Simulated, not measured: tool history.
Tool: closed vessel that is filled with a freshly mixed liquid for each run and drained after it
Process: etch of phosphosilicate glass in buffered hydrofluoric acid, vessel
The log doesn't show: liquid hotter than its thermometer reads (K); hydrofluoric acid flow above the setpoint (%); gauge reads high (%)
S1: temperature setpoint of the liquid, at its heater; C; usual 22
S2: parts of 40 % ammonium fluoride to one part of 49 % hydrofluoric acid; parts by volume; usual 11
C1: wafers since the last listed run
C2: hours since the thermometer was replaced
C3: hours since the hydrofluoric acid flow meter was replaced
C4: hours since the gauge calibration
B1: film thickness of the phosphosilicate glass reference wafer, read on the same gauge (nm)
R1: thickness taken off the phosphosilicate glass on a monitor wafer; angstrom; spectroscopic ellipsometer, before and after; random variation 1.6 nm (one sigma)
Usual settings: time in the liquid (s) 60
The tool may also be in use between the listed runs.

{"run": 1, "day": 0.0, "S1": 22, "S2": 11, "time in the liquid (s)": 60, "C1": 0, "C2": 905.5, "C3": 620.2, "C4": 2005.9, "B1": 129.99, "R1": 3572}
{"run": 2, "day": 3.988, "S1": 22, "S2": 11, "time in the liquid (s)": 60, "C1": 7622, "C2": 1001.2, "C3": 715.9, "C4": 2101.6, "B1": 130.01, "R1": 3610.6}
{"run": 3, "day": 5.983, "S1": 23.5, "S2": 11, "time in the liquid (s)": 60, "C1": 3815, "C2": 1049.1, "C3": 763.8, "C4": 2149.5, "B1": 129.98, "R1": 3888.4}
{"run": 4, "day": 7.725, "S1": 23.5, "S2": 11, "time in the liquid (s)": 60, "C1": 3329, "C2": 1090.9, "C3": 805.6, "C4": 2191.3, "B1": 129.99, "R1": 3921.8}
{"day": 15.029, "done": "thermometer replaced"}
{"run": 5, "day": 18.629, "S1": 22, "S2": 11, "time in the liquid (s)": 40, "C1": 20764, "C2": 86.4, "C3": 1067.3, "C4": 2453, "B1": 129.97, "R1": 2429.6}
{"run": 6, "day": 20.667, "S1": 22, "S2": 11, "time in the liquid (s)": 40, "C1": 3894, "C2": 135.3, "C3": 1116.2, "C4": 2501.9, "B1": 130.01, "R1": 2427.2}
{"run": 7, "day": 24.988, "S1": 22, "S2": 11, "time in the liquid (s)": 40, "C1": 8259, "C2": 239, "C3": 1219.9, "C4": 2605.6, "B1": 129.96, "R1": 2443.9}
{"run": 8, "day": 28.379, "S1": 22, "S2": 11, "time in the liquid (s)": 60, "C1": 6483, "C2": 320.4, "C3": 1301.3, "C4": 2687, "B1": 130.03, "R1": 3683.6}
{"run": 9, "day": 31.438, "S1": 22, "S2": 11, "time in the liquid (s)": 60, "C1": 5846, "C2": 393.8, "C3": 1374.7, "C4": 2760.4, "B1": 130.01, "R1": 3684.2}
{"day": 32.946, "done": "hydrofluoric acid flow meter replaced"}
{"run": 10, "day": 35.762, "S1": 22, "S2": 11, "time in the liquid (s)": 60, "C1": 8187, "C2": 497.6, "C3": 67.6, "C4": 2864.2, "B1": 130.01, "R1": 3818.8}
{"run": 11, "day": 46.225, "S1": 22, "S2": 11, "time in the liquid (s)": 60, "C1": 19999, "C2": 748.7, "C3": 318.7, "C4": 3115.3, "B1": 130.01, "R1": 3846.9}
{"run": 12, "day": 47.788, "S1": 22, "S2": 11, "time in the liquid (s)": 60, "C1": 2986, "C2": 786.2, "C3": 356.2, "C4": 3152.8, "B1": 129.98, "R1": 3854.4}
{"run": 13, "day": 50.488, "S1": 17, "S2": 14.5, "time in the liquid (s)": 40, "C1": 5161, "C2": 851, "C3": 421, "C4": 3217.6, "B1": 130.02, "R1": 1481.4}
{"day": 50.679, "done": "gauge calibrated"}
{"run": 14, "day": 53.462, "S1": 17.5, "S2": 12.5, "time in the liquid (s)": 60, "C1": 5686, "C2": 922.4, "C3": 492.4, "C4": 66.8, "B1": 129.98, "R1": 2677.3}
{"run": 15, "day": 56.267, "S1": 18, "S2": 11, "time in the liquid (s)": 75, "C1": 5360, "C2": 989.7, "C3": 559.7, "C4": 134.1, "B1": 129.99, "R1": 3867.7}
{"day": 58.021, "done": "hydrofluoric acid flow meter replaced, repeated, since the last time left the tool worse"}
{"run": 16, "day": 58.908, "S1": 23.5, "S2": 13, "time in the liquid (s)": 90, "C1": 4970, "C2": 1053.1, "C3": 21.3, "C4": 197.5, "B1": 130.01, "R1": 4897.3}
{"run": 17, "day": 60.725, "S1": 20, "S2": 8, "time in the liquid (s)": 60, "C1": 3472, "C2": 1096.7, "C3": 64.9, "C4": 241.1, "B1": 129.97, "R1": 4202}
{"run": 18, "day": 62.267, "S1": 22, "S2": 10, "time in the liquid (s)": 60, "C1": 2947, "C2": 1133.7, "C3": 101.9, "C4": 278.1, "B1": 130, "R1": 3862.9}
{"run": 19, "day": 66.221, "S1": 17, "S2": 14.5, "time in the liquid (s)": 60, "C1": 7558, "C2": 1228.6, "C3": 196.8, "C4": 373, "B1": 129.99, "R1": 2046.7}
{"run": 20, "day": 69.383, "S1": 20, "S2": 7, "time in the liquid (s)": 80, "C1": 6045, "C2": 1304.5, "C3": 272.7, "C4": 448.9, "B1": 130.01, "R1": 6543.8}
{"day": 71.708, "done": "thermometer replaced"}
{"run": 21, "day": 73.617, "S1": 22, "S2": 11, "time in the liquid (s)": 50, "C1": 8012, "C2": 45.8, "C3": 374.3, "C4": 550.5, "B1": 129.98, "R1": 2971.1}
{"run": 22, "day": 77.133, "S1": 22, "S2": 11, "time in the liquid (s)": 90, "C1": 6722, "C2": 130.2, "C3": 458.7, "C4": 634.9, "B1": 129.99, "R1": 5347.8}
{"run": 23, "day": 79.662, "S1": 17.5, "S2": 11, "time in the liquid (s)": 90, "C1": 4834, "C2": 190.9, "C3": 519.4, "C4": 695.6, "B1": 129.99, "R1": 4139.3}
{"run": 24, "day": 81.6, "S1": 18.5, "S2": 15, "time in the liquid (s)": 40, "C1": 3703, "C2": 237.4, "C3": 565.9, "C4": 742.1, "B1": 129.99, "R1": 1449.8}
{"run": 25, "day": 83.992, "S1": 22, "S2": 7, "time in the liquid (s)": 60, "C1": 4571, "C2": 294.8, "C3": 623.3, "C4": 799.5, "B1": 130.02, "R1": 5559.5}
{"run": 26, "day": 86.183, "S1": 17.5, "S2": 12.5, "time in the liquid (s)": 60, "C1": 4189, "C2": 347.4, "C3": 675.9, "C4": 852.1, "B1": 130.02, "R1": 2458}
{"run": 27, "day": 88.004, "S1": 22, "S2": 8.5, "time in the liquid (s)": 35, "C1": 3480, "C2": 391.1, "C3": 719.6, "C4": 895.8, "B1": 130.02, "R1": 2623.1}
{"run": 28, "day": 90.108, "S1": 22, "S2": 11, "time in the liquid (s)": 60, "C1": 4022, "C2": 441.6, "C3": 770.1, "C4": 946.3, "B1": 129.99, "R1": 3615.5}
{"run": 29, "day": 92.942, "S1": 22, "S2": 11, "time in the liquid (s)": 60, "C1": 5416, "C2": 509.6, "C3": 838.1, "C4": 1014.3, "B1": 129.96, "R1": 3635.3}
{"run": 30, "day": 95.838, "S1": 27, "S2": 13, "time in the liquid (s)": 40, "C1": 5535, "C2": 579.1, "C3": 907.6, "C4": 1083.8, "B1": 130.02, "R1": 2704.5}
{"run": 31, "day": 99.908, "S1": 19, "S2": 9.5, "time in the liquid (s)": 45, "C1": 7781, "C2": 676.8, "C3": 1005.3, "C4": 1181.5, "B1": 129.99, "R1": 2577.9}
{"run": 32, "day": 101.6, "S1": 22, "S2": 11, "time in the liquid (s)": 60, "C1": 3233, "C2": 717.4, "C3": 1045.9, "C4": 1222.1, "B1": 130.05, "R1": 3623.7}
{"run": 33, "day": 104.467, "S1": 25, "S2": 11, "time in the liquid (s)": 60, "C1": 5479, "C2": 786.2, "C3": 1114.7, "C4": 1290.9, "B1": 130.04, "R1": 4305}

Forecast each of these 3 alternatives for the next run:
{"run": "A", "day": 104.496, "S1": 22, "S2": 12.5, "time in the liquid (s)": 60, "C1": 55, "C2": 786.9, "C3": 1115.4, "C4": 1291.6, "B1": "?", "R1": "?"}
{"run": "B", "day": 104.496, "S1": 22, "S2": 11, "time in the liquid (s)": 75, "C1": 55, "C2": 786.9, "C3": 1115.4, "C4": 1291.6, "B1": "?", "R1": "?"}
{"run": "C", "day": 104.496, "S1": 19.5, "S2": 9.5, "time in the liquid (s)": 60, "C1": 55, "C2": 786.9, "C3": 1115.4, "C4": 1291.6, "B1": "?", "R1": "?"}

run=A B1=129.99 R1=3227.6
run=B B1=129.99 R1=4570.3
run=C B1=129.99 R1=3538.8
Without the tool's hidden state the same runs would have given:
run=A R1=3061.8
run=B R1=4336.5
run=C R1=3420.7

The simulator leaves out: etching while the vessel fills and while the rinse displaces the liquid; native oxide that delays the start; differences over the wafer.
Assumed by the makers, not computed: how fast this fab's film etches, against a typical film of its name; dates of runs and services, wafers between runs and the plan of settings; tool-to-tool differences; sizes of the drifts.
